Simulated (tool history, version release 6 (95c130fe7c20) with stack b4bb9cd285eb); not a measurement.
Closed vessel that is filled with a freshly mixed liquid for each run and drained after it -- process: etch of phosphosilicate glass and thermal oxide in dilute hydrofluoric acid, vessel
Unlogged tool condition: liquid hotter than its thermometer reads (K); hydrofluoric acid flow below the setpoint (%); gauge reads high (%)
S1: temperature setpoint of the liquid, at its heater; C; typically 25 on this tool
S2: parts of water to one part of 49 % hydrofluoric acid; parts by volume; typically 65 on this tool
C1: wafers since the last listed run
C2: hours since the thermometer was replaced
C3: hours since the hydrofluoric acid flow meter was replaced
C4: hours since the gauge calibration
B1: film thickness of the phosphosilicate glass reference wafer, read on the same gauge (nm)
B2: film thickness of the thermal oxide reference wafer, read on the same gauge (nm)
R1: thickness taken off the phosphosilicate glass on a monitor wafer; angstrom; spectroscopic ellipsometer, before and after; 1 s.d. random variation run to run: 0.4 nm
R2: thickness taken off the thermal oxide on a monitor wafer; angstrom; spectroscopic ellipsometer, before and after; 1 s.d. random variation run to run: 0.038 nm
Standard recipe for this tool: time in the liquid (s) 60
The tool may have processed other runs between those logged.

{"run": 1, "day": 0.0, "S1": 25, "S2": 65, "time in the liquid (s)": 60, "C1": 0, "C2": 2018.4, "C3": 1471.4, "C4": 264.9, "B1": 70.01, "B2": 150.006, "R1": 532.9, "R2": 42.05}
{"run": 2, "day": 0.317, "S1": 25, "S2": 65, "time in the liquid (s)": 40, "C1": 1135, "C2": 2026, "C3": 1479, "C4": 272.5, "B1": 70, "B2": 150.014, "R1": 356, "R2": 27.83}
{"run": 3, "day": 0.929, "S1": 25, "S2": 65, "time in the liquid (s)": 60, "C1": 2196, "C2": 2040.7, "C3": 1493.7, "C4": 287.2, "B1": 70, "B2": 150.027, "R1": 534.4, "R2": 41.93}
{"run": 4, "day": 1.304, "S1": 25, "S2": 65, "time in the liquid (s)": 60, "C1": 1344, "C2": 2049.7, "C3": 1502.7, "C4": 296.2, "B1": 70, "B2": 149.989, "R1": 528.7, "R2": 41.57}
{"run": 5, "day": 1.608, "S1": 25, "S2": 65, "time in the liquid (s)": 60, "C1": 1090, "C2": 2057, "C3": 1510, "C4": 303.5, "B1": 69.99, "B2": 150.013, "R1": 537.1, "R2": 41.91}
{"run": 6, "day": 1.875, "S1": 25, "S2": 65, "time in the liquid (s)": 60, "C1": 956, "C2": 2063.4, "C3": 1516.4, "C4": 309.9, "B1": 69.98, "B2": 149.984, "R1": 531.9, "R2": 41.77}
{"run": 7, "day": 2.162, "S1": 25, "S2": 65, "time in the liquid (s)": 60, "C1": 1030, "C2": 2070.3, "C3": 1523.3, "C4": 316.8, "B1": 70, "B2": 149.98, "R1": 532.1, "R2": 41.22}
{"day": 2.217, "done": "gauge calibrated"}
{"run": 8, "day": 2.904, "S1": 25, "S2": 65, "time in the liquid (s)": 60, "C1": 2659, "C2": 2088.1, "C3": 1541.1, "C4": 16.5, "B1": 70.01, "B2": 149.998, "R1": 536.3, "R2": 42.09}
{"run": 9, "day": 3.212, "S1": 25, "S2": 65, "time in the liquid (s)": 60, "C1": 1105, "C2": 2095.5, "C3": 1548.5, "C4": 23.9, "B1": 70, "B2": 149.998, "R1": 535.9, "R2": 41.83}
{"run": 10, "day": 3.538, "S1": 25, "S2": 65, "time in the liquid (s)": 60, "C1": 1165, "C2": 2103.3, "C3": 1556.3, "C4": 31.7, "B1": 69.99, "B2": 150.03, "R1": 527.1, "R2": 41.81}
{"day": 4.183, "done": "hydrofluoric acid flow meter replaced"}
{"day": 4.521, "done": "thermometer replaced"}
{"run": 11, "day": 5.238, "S1": 28, "S2": 40, "time in the liquid (s)": 90, "C1": 5797, "C2": 17.2, "C3": 25.3, "C4": 72.5, "B1": 69.98, "B2": 150.009, "R1": 1719.1, "R2": 136.84}
{"run": 12, "day": 5.683, "S1": 25, "S2": 65, "time in the liquid (s)": 75, "C1": 1598, "C2": 27.9, "C3": 36, "C4": 83.2, "B1": 70, "B2": 150.027, "R1": 755.8, "R2": 59.77}
{"run": 13, "day": 6.079, "S1": 26.5, "S2": 65, "time in the liquid (s)": 60, "C1": 1419, "C2": 37.4, "C3": 45.5, "C4": 92.7, "B1": 70, "B2": 149.979, "R1": 642.1, "R2": 49.84}
{"run": 14, "day": 6.671, "S1": 25, "S2": 65, "time in the liquid (s)": 60, "C1": 2121, "C2": 51.6, "C3": 59.7, "C4": 106.9, "B1": 69.99, "B2": 150.006, "R1": 608.1, "R2": 48.08}
{"run": 15, "day": 7.138, "S1": 25, "S2": 65, "time in the liquid (s)": 60, "C1": 1673, "C2": 62.8, "C3": 70.9, "C4": 118.1, "B1": 70, "B2": 150.011, "R1": 606.8, "R2": 47.59}
{"run": 16, "day": 7.725, "S1": 25, "S2": 65, "time in the liquid (s)": 60, "C1": 2106, "C2": 76.9, "C3": 85, "C4": 132.2, "B1": 70, "B2": 150.006, "R1": 604.4, "R2": 47.52}
{"run": 17, "day": 8.225, "S1": 27, "S2": 65, "time in the liquid (s)": 60, "C1": 1792, "C2": 88.9, "C3": 97, "C4": 144.2, "B1": 70.01, "B2": 150.002, "R1": 646.3, "R2": 51.76}
{"run": 18, "day": 8.771, "S1": 25, "S2": 80, "time in the liquid (s)": 60, "C1": 1957, "C2": 102, "C3": 110.1, "C4": 157.3, "B1": 69.98, "B2": 150.022, "R1": 480.2, "R2": 37.68}
{"run": 19, "day": 9.358, "S1": 25, "S2": 75, "time in the liquid (s)": 30, "C1": 2106, "C2": 116.1, "C3": 124.2, "C4": 171.4, "B1": 69.98, "B2": 150.023, "R1": 259.6, "R2": 20.2}
{"run": 20, "day": 9.862, "S1": 27.5, "S2": 50, "time in the liquid (s)": 90, "C1": 1807, "C2": 128.2, "C3": 136.3, "C4": 183.5, "B1": 69.99, "B2": 149.988, "R1": 1335.8, "R2": 103.76}
{"run": 21, "day": 10.342, "S1": 21, "S2": 65, "time in the liquid (s)": 60, "C1": 1718, "C2": 139.7, "C3": 147.8, "C4": 195, "B1": 69.98, "B2": 149.98, "R1": 509.5, "R2": 40.61}
{"run": 22, "day": 10.721, "S1": 29, "S2": 65, "time in the liquid (s)": 70, "C1": 1359, "C2": 148.8, "C3": 156.9, "C4": 204.1, "B1": 69.97, "B2": 149.995, "R1": 819.7, "R2": 64.88}
{"run": 23, "day": 10.988, "S1": 23, "S2": 85, "time in the liquid (s)": 60, "C1": 956, "C2": 155.2, "C3": 163.3, "C4": 210.5, "B1": 70.01, "B2": 149.984, "R1": 411.3, "R2": 32.48}
{"run": 24, "day": 11.421, "S1": 21.5, "S2": 50, "time in the liquid (s)": 45, "C1": 1553, "C2": 165.6, "C3": 173.7, "C4": 220.9, "B1": 69.98, "B2": 150.034, "R1": 516.2, "R2": 40.26}
{"run": 25, "day": 11.746, "S1": 25, "S2": 65, "time in the liquid (s)": 60, "C1": 1165, "C2": 173.4, "C3": 181.5, "C4": 228.7, "B1": 69.96, "B2": 149.995, "R1": 607.5, "R2": 46.59}
{"run": 26, "day": 12.0, "S1": 25, "S2": 65, "time in the liquid (s)": 60, "C1": 911, "C2": 179.5, "C3": 187.6, "C4": 234.8, "B1": 69.99, "B2": 150.005, "R1": 604.4, "R2": 47.04}
{"run": 27, "day": 12.729, "S1": 20, "S2": 90, "time in the liquid (s)": 50, "C1": 2614, "C2": 197, "C3": 205.1, "C4": 252.3, "B1": 69.99, "B2": 149.984, "R1": 283.5, "R2": 22.24}

Below, each run's measurement less what the same run would have read without the hidden state. Both values contain the same run-to-run variation, but the gauge's scatter may not be the same in both:
run=1 R1=-84.1 R2=-6.63
run=2 R1=-56.4 R2=-4.41
run=3 R1=-85.5 R2=-6.71
run=4 R1=-85.2 R2=-6.7
run=5 R1=-87 R2=-6.79
run=6 R1=-86.6 R2=-6.8
run=7 R1=-87 R2=-6.74
run=8 R1=-88.8 R2=-6.97
run=9 R1=-89.1 R2=-6.95
run=10 R1=-88.2 R2=-6.99
run=11 R1=-32.4 R2=-2.58
run=12 R1=-15.3 R2=-1.22
run=13 R1=-13.6 R2=-1.05
run=14 R1=-13.6 R2=-1.07
run=15 R1=-14.2 R2=-1.1
run=16 R1=-14.7 R2=-1.16
run=17 R1=-16.7 R2=-1.34
run=18 R1=-13.1 R2=-1.02
run=19 R1=-7.3 R2=-0.58
run=20 R1=-38.2 R2=-2.96
run=21 R1=-15.2 R2=-1.21
run=22 R1=-25.4 R2=-2.02
run=23 R1=-13.2 R2=-1.03
run=24 R1=-16.4 R2=-1.27
run=25 R1=-20.1 R2=-1.54
run=26 R1=-20.3 R2=-1.58
run=27 R1=-10.1 R2=-0.79

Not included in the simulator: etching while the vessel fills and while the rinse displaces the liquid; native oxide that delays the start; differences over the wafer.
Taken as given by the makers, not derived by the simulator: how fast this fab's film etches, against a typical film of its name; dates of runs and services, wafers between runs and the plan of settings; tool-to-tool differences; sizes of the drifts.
